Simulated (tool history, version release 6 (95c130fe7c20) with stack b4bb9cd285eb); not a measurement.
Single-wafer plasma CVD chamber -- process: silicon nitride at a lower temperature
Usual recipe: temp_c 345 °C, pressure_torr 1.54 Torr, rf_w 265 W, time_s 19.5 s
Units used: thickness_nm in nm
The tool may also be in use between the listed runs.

run,day,temp_c,pressure_torr,rf_w,time_s,"read-back reference wafer on the same gauge, thickness_nm",thickness_nm
1,0,345,1.54,265,19.5,17.104,19.096
2,0.529,345,1.54,250,19.5,17.102,18.519
# day 1.304: thermocouple changed; heater temperature recalibrated
3,1.325,345,1.54,265,19.5,17.097,19.059
# day 1.629: gauge calibrated
4,1.829,345,1.81,265,19.5,17.1,20.307
5,2.158,345,1.54,265,19.5,17.11,19.034
6,2.667,345,1.54,265,19.5,17.099,18.996
7,3.029,345,1.54,265,19.5,17.104,18.991
8,3.625,341,1.54,265,19.5,17.104,18.953
9,4.283,345,1.54,215,19.5,17.095,17.05
# day 4.95: showerhead replaced
10,4.971,345,1.54,240,19.5,17.102,18.017
11,5.204,345,1.27,265,23.1,17.097,20.56
12,5.925,345,1.54,265,19.5,17.105,18.965
13,6.529,352,1.4,235,21,17.105,18.349
14,6.812,352,1.4,235,21,17.11,18.327
15,7.371,345,1.54,315,19.5,17.105,20.67
16,7.908,339,1.43,315,22.4,17.1,23.019
17,8.396,345,1.54,265,19.5,17.1,18.858
# day 8.817: RF generator calibrated
18,9.029,340,1.54,235,16.8,17.099,15.541
19,9.354,337,1.54,265,19.5,17.101,19.135
20,10.008,359,1.81,280,18.5,17.102,19.77
21,10.646,334,1.54,265,19.5,17.104,19.175
# day 10.979: capacitance manometer re-zeroed and calibrated
22,11.271,360,1.54,265,16.6,17.095,16.684
23,12,345,1.77,265,18.5,17.099,19.757
24,12.483,345,1.54,265,19.5,17.097,19.722
25,13.15,339,1.43,315,22.4,17.104,24.005
26,14.442,349,1.77,320,22.6,17.103,26.496
27,14.921,345,1.31,215,19.5,17.098,16.578
28,15.4,345,1.54,305,19.5,17.101,21.181
29,15.825,353,1.54,265,19.5,17.097,19.712

Below are 4 alternative next runs, each starting from the tool's condition after run 29. Predict each:
A,15.842,345,1.54,265,19.5,?,?
B,15.842,339,1.71,295,21.1,?,?
C,15.842,354,1.16,265,22.9,?,?
D,15.842,345,1.54,300,22.9,?,?

run,"read-back reference wafer on the same gauge, thickness_nm",thickness_nm
A,17.097,19.702
B,17.097,23.496
C,17.097,20.228
D,17.097,24.635
With the hidden condition removed and each run's random variation left untouched, the same runs would have given:
run,thickness_nm
A,19.771
B,23.575
C,20.303
D,24.719

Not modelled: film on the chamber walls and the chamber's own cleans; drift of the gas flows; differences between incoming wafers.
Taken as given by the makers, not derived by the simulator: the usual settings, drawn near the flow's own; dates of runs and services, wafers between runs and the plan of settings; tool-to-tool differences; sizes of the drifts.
